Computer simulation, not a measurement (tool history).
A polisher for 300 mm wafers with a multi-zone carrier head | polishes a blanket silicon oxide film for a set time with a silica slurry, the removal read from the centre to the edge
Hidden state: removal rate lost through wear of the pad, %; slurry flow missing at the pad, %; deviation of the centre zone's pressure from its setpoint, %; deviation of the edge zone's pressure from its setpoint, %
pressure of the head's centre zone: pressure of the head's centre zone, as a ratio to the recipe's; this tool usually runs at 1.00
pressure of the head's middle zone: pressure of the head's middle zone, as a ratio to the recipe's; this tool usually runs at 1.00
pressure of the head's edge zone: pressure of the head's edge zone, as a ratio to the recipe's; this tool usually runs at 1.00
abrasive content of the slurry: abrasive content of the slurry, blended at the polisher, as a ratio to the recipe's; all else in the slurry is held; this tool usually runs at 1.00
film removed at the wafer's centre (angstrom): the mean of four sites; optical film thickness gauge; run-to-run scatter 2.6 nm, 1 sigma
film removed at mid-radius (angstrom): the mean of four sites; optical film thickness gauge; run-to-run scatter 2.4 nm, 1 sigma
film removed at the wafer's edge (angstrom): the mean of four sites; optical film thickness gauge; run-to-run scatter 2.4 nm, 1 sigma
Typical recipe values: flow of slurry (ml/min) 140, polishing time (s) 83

run	hour	flow of slurry (ml/min)	pressure of the head's centre zone	pressure of the head's middle zone	pressure of the head's edge zone	abrasive content of the slurry	polishing time (s)	wafers since the last listed run	wafers polished on this pad	hours since the slurry nozzle was cleaned	hours since the centre zone pressure was calibrated	hours since the edge zone pressure was calibrated	hours since the carrier head's membrane was replaced	incoming thickness of the incoming film, nm	film removed at the wafer's centre (angstrom)	film removed at mid-radius (angstrom)	film removed at the wafer's edge (angstrom)
1	0.0	170	1.00	1.00	1.09	0.75	63	0	1330	652.5	182.3	1267.3	232.4	1413.9	1319	1318	1310
# hour 4.2: edge zone pressure recalibrated
# hour 17.4: slurry nozzle cleaned
2	104.5	140	1.00	1.00	1.00	1.00	83	1076	2406	87.1	286.8	100.3	336.9	1412.8	1873	1973	1884
3	202.9	140	1.00	1.00	0.89	1.00	83	1043	3450	185.5	385.2	198.7	435.3	1404.8	1889	1959	1806
4	245.7	140	0.88	1.00	1.00	1.00	73	453	3904	228.3	428.0	241.5	478.1	1388.3	1494	1704	1663
5	326.4	140	1.00	1.00	1.08	1.00	83	855	4760	309.0	508.7	322.2	558.8	1433.5	1882	1968	1946
6	369.5	140	1.07	1.00	1.00	1.00	56	457	5217	352.1	551.8	365.3	601.9	1413.5	1367	1293	1264
7	417.8	140	1.00	1.00	1.00	1.00	83	512	5729	400.4	600.1	413.6	650.2	1414.5	1854	1958	1909
8	481.3	140	1.00	1.07	1.00	1.30	83	673	6403	463.9	663.6	477.1	713.7	1423.0	2091	2284	2117
9	541.9	140	1.00	1.00	0.95	1.00	83	642	7045	524.5	724.2	537.7	774.3	1405.4	1896	1904	1849
# hour 557.0: worn pad replaced by a new one
# hour 560.5: centre zone pressure recalibrated
10	614.3	110	1.00	1.00	1.00	0.80	83	704	586	596.9	53.8	610.1	846.7	1421.7	1605	1615	1650
11	705.0	140	1.00	1.00	0.89	1.00	83	961	1548	687.6	144.5	700.8	937.4	1419.7	1903	1959	1842
# hour 741.2: slurry nozzle cleaned
12	880.4	140	0.94	1.00	1.00	1.00	83	1849	3398	139.2	319.9	876.2	1112.8	1421.3	1782	1940	1922
13	926.5	140	1.00	0.95	1.03	0.70	102	488	3887	185.3	366.0	922.3	1158.9	1387.5	1934	1885	1945
14	1010.5	140	1.00	1.00	1.00	1.20	83	890	4778	269.3	450.0	1006.3	1242.9	1394.9	2047	2102	2030
15	1056.8	140	1.00	1.00	1.00	0.80	83	491	5269	315.6	496.3	1052.6	1289.2	1430.8	1735	1709	1704
16	1112.9	165	1.00	1.00	1.00	1.00	83	594	5864	371.7	552.4	1108.7	1345.3	1402.7	1957	2019	1941
# hour 1155.1: worn pad replaced by a new one
# hour 1167.2: centre zone pressure recalibrated
17	1201.8	100	1.00	1.00	1.00	1.15	99	879	474	460.6	34.6	1197.6	1434.2	1415.3	2213	2331	2284
18	1244.8	140	1.08	1.00	1.00	1.00	68	456	930	503.6	77.6	1240.6	1477.2	1405.0	1669	1596	1554
19	1334.8	140	1.00	1.00	1.00	1.00	83	954	1885	593.6	167.6	1330.6	1567.2	1386.7	1899	1979	1912
# hour 1341.1: slurry nozzle cleaned
# hour 1541.5: edge zone pressure recalibrated
20	1633.8	140	1.00	1.00	1.06	1.00	83	3139	5024	292.7	466.6	92.3	1866.2	1412.4	1881	1930	1944

5 options for the next run, each taken on its own from the tool as it stands now. Forecast them:
A	1634.2	140	1.00	1.00	1.00	1.00	83	4	5028	293.1	467.0	92.7	1866.6	1429.1	?	?	?
B	1634.2	170	1.00	0.96	1.06	1.00	83	4	5028	293.1	467.0	92.7	1866.6	1429.1	?	?	?
C	1634.2	140	1.00	1.00	1.00	1.00	102	4	5028	293.1	467.0	92.7	1866.6	1429.1	?	?	?
D	1634.2	140	1.00	1.00	1.00	1.00	111	4	5028	293.1	467.0	92.7	1866.6	1429.1	?	?	?
E	1634.2	120	0.94	1.00	0.95	0.85	83	4	5028	293.1	467.0	92.7	1866.6	1429.1	?	?	?

run	film removed at the wafer's centre (angstrom)	film removed at mid-radius (angstrom)	film removed at the wafer's edge (angstrom)
A	1913	1941	1912
B	1991	1954	2007
C	2351	2386	2350
D	2558	2596	2557
E	1596	1732	1690
Had the tool no hidden state, the same runs would have come out as:
run	film removed at the wafer's centre (angstrom)	film removed at mid-radius (angstrom)	film removed at the wafer's edge (angstrom)
A	1913	1941	1912
B	1991	1954	2007
C	2351	2386	2350
D	2558	2596	2557
E	1596	1732	1690
